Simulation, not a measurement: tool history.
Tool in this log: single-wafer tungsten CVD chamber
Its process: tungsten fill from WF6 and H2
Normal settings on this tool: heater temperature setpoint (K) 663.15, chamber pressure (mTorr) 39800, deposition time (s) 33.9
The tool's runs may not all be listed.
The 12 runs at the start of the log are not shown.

run   hour  heater temperature setpoint (K)  chamber pressure (mTorr)  deposition time (s)  read-back reference wafer on the same gauge, thickness_nm  mean film thickness on the monitor wafer (nm)
     157.4  -- showerhead replaced, of another model than before
 13  157.9                           663.15                     39800                 33.9                                                     96.487                                          77.78
 14  166.4                           663.15                     39800                 33.9                                                     96.511                                         77.711
     173.8  -- gauge calibrated
 15    184                           663.15                     39800                 33.9                                                     96.401                                         78.199
 16  190.8                           663.15                     34000                 30.3                                                     96.495                                         64.503
 17  201.7                           670.15                     34600                 32.2                                                     96.389                                         77.703
 18  216.9                           663.15                     39800                 33.9                                                     96.553                                         77.681
 19  229.5                           663.15                     39800                 33.9                                                     96.599                                         77.799
 20  242.6                           663.15                     39800                 29.6                                                     96.481                                          68.12
 21  252.4                           663.15                     39800                 33.9                                                     96.544                                         78.156
     261.9  -- thermocouple changed; heater temperature recalibrated
 22  262.4                           663.15                     39800                 33.9                                                     96.387                                         85.974
 23    302                           663.15                     39800                 33.9                                                     96.554                                         85.763
 24  317.1                           663.15                     39800                 33.9                                                     96.457                                         86.265
     336.9  -- capacitance manometer re-zeroed and calibrated
 25  337.4                           677.15                     45300                 33.9                                                     96.617                                        115.684
 26  345.4                           649.15                     31700                 27.3                                                     96.447                                         48.185
 27  352.4                           663.15                     39800                 33.9                                                     96.429                                         85.278
 28    367                           663.15                     48500                 33.9                                                     96.454                                         94.448
 29  391.3                           663.15                     39800                 38.7                                                     96.493                                         97.867
 30  407.9                           663.15                     46000                 37.2                                                     96.573                                        100.554
 31  422.2                           663.15                     30000                 33.9                                                     96.527                                         73.323
 32  436.5                           670.15                     42800                 37.2                                                     96.573                                        109.651
 33  444.8                           655.15                     39800                 29.2                                                     96.613                                         63.703
 34  452.6                           663.15                     39800                 33.9                                                     96.505                                         84.075
 35  465.7                           663.15                     30700                 33.9                                                     96.474                                         74.736

3 ways to go on from here, each from the tool as it stands after run 35. What would each give?
  A  466.1                           674.15                     39800                 33.9                                                          ?                                              ?
  B  466.1                           671.15                     42800                 35.7                                                          ?                                              ?
  C  466.1                           649.15                     42500                 33.9                                                          ?                                              ?

run  read-back reference wafer on the same gauge, thickness_nm  mean film thickness on the monitor wafer (nm)
  A                                                     96.484                                        101.347
  B                                                     96.484                                        105.341
  C                                                     96.484                                          68.08
Had the tool no hidden state, the same runs would have come out as:
run  mean film thickness on the monitor wafer (nm)
  A                                        103.582
  B                                        107.683
  C                                         69.745
